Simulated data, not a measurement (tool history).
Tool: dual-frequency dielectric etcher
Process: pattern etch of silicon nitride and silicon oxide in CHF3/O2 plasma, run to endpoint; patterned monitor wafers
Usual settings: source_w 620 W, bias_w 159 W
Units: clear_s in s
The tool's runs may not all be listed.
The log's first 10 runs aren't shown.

| run | day | source_w | bias_w | wafers since the last listed run | hours since the last wet clean | hours since the last source power generator calibration | hours since the last bias power generator calibration | hours since the last upper electrode change | incoming incoming film thickness, nm | clear_s |
|---|---|---|---|---|---|---|---|---|---|---|
| 11 | 30.200 | 620 | 143 | 559 | 354.6 | 2127.7 | 2097.6 | 82.5 | 169.7 | 109.1 |
| 12 | 34.596 | 620 | 159 | 910 | 460.1 | 2233.2 | 2203.1 | 188.0 | 170.2 | 105.6 |
|  | 37.546 | wet clean of the chamber |
| 13 | 37.567 | 620 | 159 | 408 | 0.5 | 2304.5 | 2274.4 | 259.3 | 169.3 | 108.2 |
|  | 38.025 | source power generator calibrated |
| 14 | 40.138 | 560 | 159 | 497 | 62.2 | 50.7 | 2336.1 | 321.0 | 168.9 | 114.4 |
| 15 | 43.083 | 740 | 159 | 610 | 132.9 | 121.4 | 2406.8 | 391.7 | 169.4 | 97.2 |
| 16 | 44.704 | 620 | 159 | 335 | 171.8 | 160.3 | 2445.7 | 430.6 | 169.3 | 107.4 |
| 17 | 47.988 | 620 | 143 | 679 | 250.6 | 239.1 | 2524.5 | 509.4 | 167.9 | 108.4 |
| 18 | 50.871 | 620 | 159 | 597 | 319.8 | 308.3 | 2593.7 | 578.6 | 171.3 | 106.8 |
| 19 | 55.129 | 700 | 134 | 881 | 422.0 | 410.5 | 2695.9 | 680.8 | 168.9 | 101.6 |
|  | 65.442 | wet clean of the chamber |
| 20 | 68.575 | 620 | 143 | 2577 | 75.2 | 733.2 | 3018.6 | 1003.5 | 169.1 | 108.7 |
| 21 | 70.133 | 620 | 148 | 322 | 112.6 | 770.6 | 3056.0 | 1040.9 | 169.5 | 107.5 |
| 22 | 72.429 | 550 | 140 | 475 | 167.7 | 825.7 | 3111.1 | 1096.0 | 171.4 | 118.8 |
| 23 | 76.479 | 480 | 119 | 838 | 264.9 | 922.9 | 3208.3 | 1193.2 | 170.6 | 132.7 |
| 24 | 80.704 | 570 | 139 | 874 | 366.3 | 1024.3 | 3309.7 | 1294.6 | 169.7 | 114.0 |
| 25 | 84.925 | 620 | 196 | 874 | 467.6 | 1125.6 | 3411.0 | 1395.9 | 169.2 | 98.1 |
|  | 85.808 | bias power generator calibrated |
| 26 | 88.354 | 620 | 159 | 675 | 549.9 | 1207.9 | 61.1 | 1478.2 | 169.2 | 102.8 |
|  | 91.175 | wet clean of the chamber |
| 27 | 92.575 | 550 | 127 | 667 | 33.6 | 1309.2 | 162.4 | 1579.5 | 172.3 | 122.9 |
| 28 | 94.871 | 470 | 159 | 475 | 88.7 | 1364.3 | 217.5 | 1634.6 | 169.7 | 126.3 |
| 29 | 97.275 | 720 | 199 | 497 | 146.4 | 1422.0 | 275.2 | 1692.3 | 168.3 | 91.7 |
| 30 | 99.262 | 480 | 142 | 411 | 194.1 | 1469.7 | 322.9 | 1740.0 | 168.9 | 125.9 |
| 31 | 101.292 | 500 | 176 | 420 | 242.8 | 1518.4 | 371.6 | 1788.7 | 170.8 | 117.7 |
| 32 | 105.433 | 750 | 127 | 857 | 342.2 | 1617.8 | 471.0 | 1888.1 | 169.8 | 99.1 |
| 33 | 109.342 | 660 | 159 | 809 | 436.0 | 1711.6 | 564.8 | 1981.9 | 171.0 | 101.6 |
| 34 | 111.658 | 620 | 159 | 479 | 491.6 | 1767.2 | 620.4 | 2037.5 | 170.6 | 104.0 |

Forecast each of these 5 alternatives for the next run:
| A | 111.679 | 700 | 159 | 4 | 492.1 | 1767.7 | 620.9 | 2038.0 | 169.9 | ? |
| B | 111.679 | 480 | 138 | 4 | 492.1 | 1767.7 | 620.9 | 2038.0 | 169.9 | ? |
| C | 111.679 | 620 | 171 | 4 | 492.1 | 1767.7 | 620.9 | 2038.0 | 169.9 | ? |
| D | 111.679 | 480 | 175 | 4 | 492.1 | 1767.7 | 620.9 | 2038.0 | 169.9 | ? |
| E | 111.679 | 460 | 125 | 4 | 492.1 | 1767.7 | 620.9 | 2038.0 | 169.9 | ? |

| run | clear_s |
|---|---|
| A | 96.9 |
| B | 125.4 |
| C | 101.7 |
| D | 117.9 |
| E | 132.1 |
Without the tool's hidden state the same runs would have given:
| run | clear_s |
|---|---|
| A | 100.6 |
| B | 130.3 |
| C | 105.6 |
| D | 122.5 |
| E | 137.3 |
